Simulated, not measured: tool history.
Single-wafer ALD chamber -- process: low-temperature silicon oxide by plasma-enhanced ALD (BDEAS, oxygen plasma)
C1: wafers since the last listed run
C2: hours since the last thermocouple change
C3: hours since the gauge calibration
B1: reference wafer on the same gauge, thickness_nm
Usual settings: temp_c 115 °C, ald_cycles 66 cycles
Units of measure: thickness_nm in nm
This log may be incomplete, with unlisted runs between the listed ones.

{"run": 1, "day": 0.0, "temp_c": 118, "ald_cycles": 75, "C1": 0, "C2": 2920.6, "C3": 117.1, "B1": 10.2, "thickness_nm": 10.16}
{"run": 2, "day": 0.721, "temp_c": 106, "ald_cycles": 66, "C1": 78, "C2": 2937.9, "C3": 134.4, "B1": 10.19, "thickness_nm": 9.081}
{"run": 3, "day": 1.442, "temp_c": 106, "ald_cycles": 66, "C1": 78, "C2": 2955.2, "C3": 151.7, "B1": 10.186, "thickness_nm": 9.07}
{"run": 4, "day": 2.017, "temp_c": 106, "ald_cycles": 66, "C1": 62, "C2": 2969.0, "C3": 165.5, "B1": 10.196, "thickness_nm": 9.131}
{"run": 5, "day": 2.579, "temp_c": 105, "ald_cycles": 72, "C1": 61, "C2": 2982.5, "C3": 179.0, "B1": 10.196, "thickness_nm": 9.929}
{"run": 6, "day": 3.008, "temp_c": 105, "ald_cycles": 72, "C1": 47, "C2": 2992.8, "C3": 189.3, "B1": 10.191, "thickness_nm": 9.913}
{"run": 7, "day": 3.571, "temp_c": 105, "ald_cycles": 72, "C1": 61, "C2": 3006.3, "C3": 202.8, "B1": 10.19, "thickness_nm": 9.921}
{"run": 8, "day": 4.321, "temp_c": 115, "ald_cycles": 66, "C1": 82, "C2": 3024.3, "C3": 220.8, "B1": 10.19, "thickness_nm": 8.94}
{"run": 9, "day": 4.625, "temp_c": 129, "ald_cycles": 76, "C1": 33, "C2": 3031.6, "C3": 228.1, "B1": 10.188, "thickness_nm": 10.092}
{"run": 10, "day": 5.192, "temp_c": 130, "ald_cycles": 74, "C1": 62, "C2": 3045.2, "C3": 241.7, "B1": 10.193, "thickness_nm": 9.8}
{"day": 5.308, "done": "gauge calibrated"}
{"run": 11, "day": 5.638, "temp_c": 105, "ald_cycles": 72, "C1": 48, "C2": 3055.9, "C3": 7.9, "B1": 10.197, "thickness_nm": 9.98}
{"day": 6.062, "done": "thermocouple changed; heater temperature recalibrated"}
{"run": 12, "day": 6.35, "temp_c": 125, "ald_cycles": 66, "C1": 41, "C2": 6.9, "C3": 25.0, "B1": 10.188, "thickness_nm": 8.821}
{"run": 13, "day": 6.925, "temp_c": 120, "ald_cycles": 66, "C1": 62, "C2": 20.7, "C3": 38.8, "B1": 10.199, "thickness_nm": 8.905}
{"run": 14, "day": 7.254, "temp_c": 115, "ald_cycles": 61, "C1": 36, "C2": 28.6, "C3": 46.7, "B1": 10.194, "thickness_nm": 8.282}
{"run": 15, "day": 9.104, "temp_c": 129, "ald_cycles": 76, "C1": 202, "C2": 73.0, "C3": 91.1, "B1": 10.189, "thickness_nm": 10.054}
{"run": 16, "day": 9.438, "temp_c": 102, "ald_cycles": 73, "C1": 36, "C2": 81.0, "C3": 99.1, "B1": 10.191, "thickness_nm": 10.117}
{"run": 17, "day": 9.954, "temp_c": 120, "ald_cycles": 57, "C1": 56, "C2": 93.4, "C3": 111.5, "B1": 10.189, "thickness_nm": 7.704}

What the log doesn't show, run by run:
wafer temperature above the value expected at the setpoint (K): 0 at every run
gauge reads high (%): 0 at every run

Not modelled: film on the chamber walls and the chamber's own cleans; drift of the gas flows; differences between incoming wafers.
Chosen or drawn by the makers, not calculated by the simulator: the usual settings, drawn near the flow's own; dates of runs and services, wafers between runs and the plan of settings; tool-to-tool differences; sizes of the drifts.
